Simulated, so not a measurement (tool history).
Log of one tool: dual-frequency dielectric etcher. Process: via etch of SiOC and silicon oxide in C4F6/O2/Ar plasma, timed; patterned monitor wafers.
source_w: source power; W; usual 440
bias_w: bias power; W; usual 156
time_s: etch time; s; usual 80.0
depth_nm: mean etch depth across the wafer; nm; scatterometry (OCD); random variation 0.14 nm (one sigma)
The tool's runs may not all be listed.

run,hour,source_w,bias_w,time_s,wafers since the last listed run,hours since the last wet clean,hours since the last source power generator calibration,hours since the last bias power generator calibration,hours since the last upper electrode change,hours since the gauge calibration,"read-back reference wafer on the same gauge, depth_nm",depth_nm
1,0.0,440,156,70.0,0,253.9,2490.1,3082.2,1600.0,277.4,93.5,84.5
2,17.2,480,156,80.0,227,271.1,2507.3,3099.4,1617.2,294.6,93.5,100.8
# hour 28.5: gauge calibrated
3,49.3,480,156,80.0,425,303.2,2539.4,3131.5,1649.3,20.8,93.5,101.2
4,77.1,480,156,80.0,368,331.0,2567.2,3159.3,1677.1,48.6,93.5,101.4
5,105.2,440,156,80.0,372,359.1,2595.3,3187.4,1705.2,76.7,93.4,97.0
6,156.1,440,156,80.0,674,410.0,2646.2,3238.3,1756.1,127.6,93.5,97.5
# hour 189.6: upper electrode replaced
7,190.1,440,156,80.0,132,444.0,2680.2,3272.3,0.5,161.6,93.5,97.4
8,199.7,440,156,80.0,127,453.6,2689.8,3281.9,10.1,171.2,93.5,97.4
9,235.3,440,156,80.0,471,489.2,2725.4,3317.5,45.7,206.8,93.5,97.6
10,264.4,440,156,80.0,385,518.3,2754.5,3346.6,74.8,235.9,93.5,97.8
11,282.6,520,128,80.0,241,536.5,2772.7,3364.8,93.0,254.1,93.5,100.6
# hour 296.1: bias power generator calibrated
# hour 304.9: gauge calibrated
12,305.9,490,145,68.0,255,559.8,2796.0,9.8,116.3,1.0,93.5,85.9
13,319.0,440,156,80.0,173,572.9,2809.1,22.9,129.4,14.1,93.5,98.0
# hour 336.2: source power generator calibrated
14,336.7,440,156,80.0,181,590.6,0.5,40.6,147.1,31.8,93.5,98.1
# hour 364.7: wet clean of the chamber
15,370.1,480,131,80.0,124,5.4,33.9,74.0,180.5,65.2,93.5,95.3
16,392.4,340,156,67.0,295,27.7,56.2,96.3,202.8,87.5,93.5,70.0
17,411.9,440,156,80.0,258,47.2,75.7,115.8,222.3,107.0,93.5,95.7
18,430.2,350,180,69.5,242,65.5,94.0,134.1,240.6,125.3,93.5,77.2
19,464.3,440,156,56.0,451,99.6,128.1,168.2,274.7,159.4,93.5,66.9
20,479.1,350,172,80.0,196,114.4,142.9,183.0,289.5,174.2,93.5,87.8

Hidden state or all else? Some run-to-run changes of depth_nm, split into what the settings, what came in and random variation would give without the hidden state, and what is left for the hidden state (with any gauge scatter that isn't in both results):
The hidden state here: etch rate over this chamber's usual, %; source power that arrives over what is set, %; bias power that arrives over what is set, %; gauge reads high (%).
Run 12 -> 13: source_w 490 -> 440, bias_w 145 -> 156, time_s 68.0 -> 80.0. depth_nm +12.1 nm: hidden state +0.4, all else +11.7.
Run 14 -> 15: source_w 440 -> 480, bias_w 156 -> 131, wet clean of the chamber. depth_nm -2.8 nm: hidden state -2.4, all else -0.4.
Run 15 -> 16: source_w 480 -> 340, bias_w 131 -> 156, time_s 80.0 -> 67.0. depth_nm -25.3 nm: hidden state +0.2, all else -25.5.
Run 16 -> 17: source_w 340 -> 440, time_s 67.0 -> 80.0. depth_nm +25.7 nm: hidden state +0.0, all else +25.7.
